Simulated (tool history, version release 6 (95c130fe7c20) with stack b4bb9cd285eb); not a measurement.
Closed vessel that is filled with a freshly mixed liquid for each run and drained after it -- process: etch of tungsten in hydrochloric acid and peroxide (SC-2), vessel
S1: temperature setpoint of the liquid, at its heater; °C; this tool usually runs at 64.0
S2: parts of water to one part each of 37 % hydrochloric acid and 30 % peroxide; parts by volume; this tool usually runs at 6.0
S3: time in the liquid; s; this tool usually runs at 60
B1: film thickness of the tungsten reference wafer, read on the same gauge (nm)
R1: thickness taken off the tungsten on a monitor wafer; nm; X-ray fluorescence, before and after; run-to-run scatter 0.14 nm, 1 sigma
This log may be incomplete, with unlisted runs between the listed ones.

{"run": 1, "hour": 0.0, "S1": 64.0, "S2": 6.0, "S3": 80, "B1": 129.94, "R1": 38.76}
{"run": 2, "hour": 73.6, "S1": 64.0, "S2": 6.0, "S3": 60, "B1": 130.0, "R1": 28.95}
{"run": 3, "hour": 145.5, "S1": 64.0, "S2": 6.0, "S3": 60, "B1": 129.97, "R1": 29.18}
{"run": 4, "hour": 210.3, "S1": 64.0, "S2": 6.0, "S3": 60, "B1": 130.0, "R1": 29.01}
{"run": 5, "hour": 290.7, "S1": 61.5, "S2": 5.5, "S3": 60, "B1": 130.02, "R1": 26.55}
{"hour": 319.1, "done": "new drum of peroxide connected"}
{"run": 6, "hour": 330.4, "S1": 67.0, "S2": 6.0, "S3": 50, "B1": 130.0, "R1": 28.8}
{"hour": 367.7, "done": "thermometer replaced"}
{"run": 7, "hour": 408.7, "S1": 67.0, "S2": 6.0, "S3": 50, "B1": 129.97, "R1": 28.87}
{"run": 8, "hour": 508.1, "S1": 64.0, "S2": 6.0, "S3": 60, "B1": 130.04, "R1": 28.93}
{"run": 9, "hour": 575.4, "S1": 64.0, "S2": 6.0, "S3": 60, "B1": 130.05, "R1": 28.84}
{"run": 10, "hour": 635.2, "S1": 64.0, "S2": 6.0, "S3": 60, "B1": 129.98, "R1": 28.75}
{"run": 11, "hour": 692.4, "S1": 64.0, "S2": 6.0, "S3": 60, "B1": 129.97, "R1": 28.73}
{"hour": 722.7, "done": "gauge calibrated"}
{"run": 12, "hour": 770.6, "S1": 60.5, "S2": 6.0, "S3": 80, "B1": 130.03, "R1": 30.78}
{"run": 13, "hour": 820.6, "S1": 64.0, "S2": 6.0, "S3": 60, "B1": 130.0, "R1": 28.47}
{"run": 14, "hour": 887.0, "S1": 64.0, "S2": 6.0, "S3": 60, "B1": 130.03, "R1": 28.44}
{"hour": 917.7, "done": "chemicals flow meter replaced"}
{"run": 15, "hour": 982.0, "S1": 64.0, "S2": 6.0, "S3": 60, "B1": 130.0, "R1": 29.6}
{"run": 16, "hour": 1085.0, "S1": 67.0, "S2": 4.0, "S3": 75, "B1": 129.98, "R1": 58.91}
{"run": 17, "hour": 1164.3, "S1": 64.0, "S2": 6.0, "S3": 60, "B1": 130.03, "R1": 29.84}
{"run": 18, "hour": 1213.6, "S1": 64.0, "S2": 4.0, "S3": 60, "B1": 130.0, "R1": 39.68}
{"hour": 1370.3, "done": "new drum of peroxide connected"}
{"run": 19, "hour": 1397.9, "S1": 64.0, "S2": 8.0, "S3": 70, "B1": 130.03, "R1": 27.57}
{"run": 20, "hour": 1460.4, "S1": 58.0, "S2": 6.0, "S3": 60, "B1": 130.0, "R1": 20.43}
{"run": 21, "hour": 1502.6, "S1": 56.5, "S2": 7.0, "S3": 60, "B1": 130.0, "R1": 16.31}
{"run": 22, "hour": 1569.0, "S1": 64.0, "S2": 6.0, "S3": 60, "B1": 129.99, "R1": 29.35}
{"run": 23, "hour": 1661.7, "S1": 64.0, "S2": 6.0, "S3": 60, "B1": 130.06, "R1": 29.41}
{"run": 24, "hour": 1699.7, "S1": 61.0, "S2": 5.0, "S3": 60, "B1": 130.05, "R1": 27.65}
{"run": 25, "hour": 1771.7, "S1": 64.0, "S2": 9.0, "S3": 45, "B1": 129.99, "R1": 15.85}
{"run": 26, "hour": 1847.9, "S1": 58.0, "S2": 6.0, "S3": 80, "B1": 130.0, "R1": 26.88}
{"run": 27, "hour": 1901.1, "S1": 61.0, "S2": 6.0, "S3": 85, "B1": 130.01, "R1": 34.13}
{"run": 28, "hour": 1977.1, "S1": 64.0, "S2": 6.0, "S3": 75, "B1": 130.01, "R1": 36.6}
{"run": 29, "hour": 2038.6, "S1": 72.0, "S2": 6.0, "S3": 40, "B1": 129.97, "R1": 31.31}

What was the tool's hidden state at every run in the log?
liquid hotter than its thermometer reads (K): 0 at every run
peroxide weaker than its label (%): 0 at every run
gauge reads high (%): 0 at every run
H1: chemicals flow below the setpoint (%)
run=1 H1=3.91
run=2 H1=4.1
run=3 H1=4.29
run=4 H1=4.46
run=5 H1=4.68
run=6 H1=4.78
run=7 H1=4.99
run=8 H1=5.26
run=9 H1=5.43
run=10 H1=5.59
run=11 H1=5.74
run=12 H1=5.95
run=13 H1=6.09
run=14 H1=6.26
run=15 H1=0.831
run=16 H1=1.1
run=17 H1=1.32
run=18 H1=1.45
run=19 H1=1.94
run=20 H1=2.1
run=21 H1=2.21
run=22 H1=2.39
run=23 H1=2.64
run=24 H1=2.74
run=25 H1=2.93
run=26 H1=3.13
run=27 H1=3.27
run=28 H1=3.47
run=29 H1=3.64
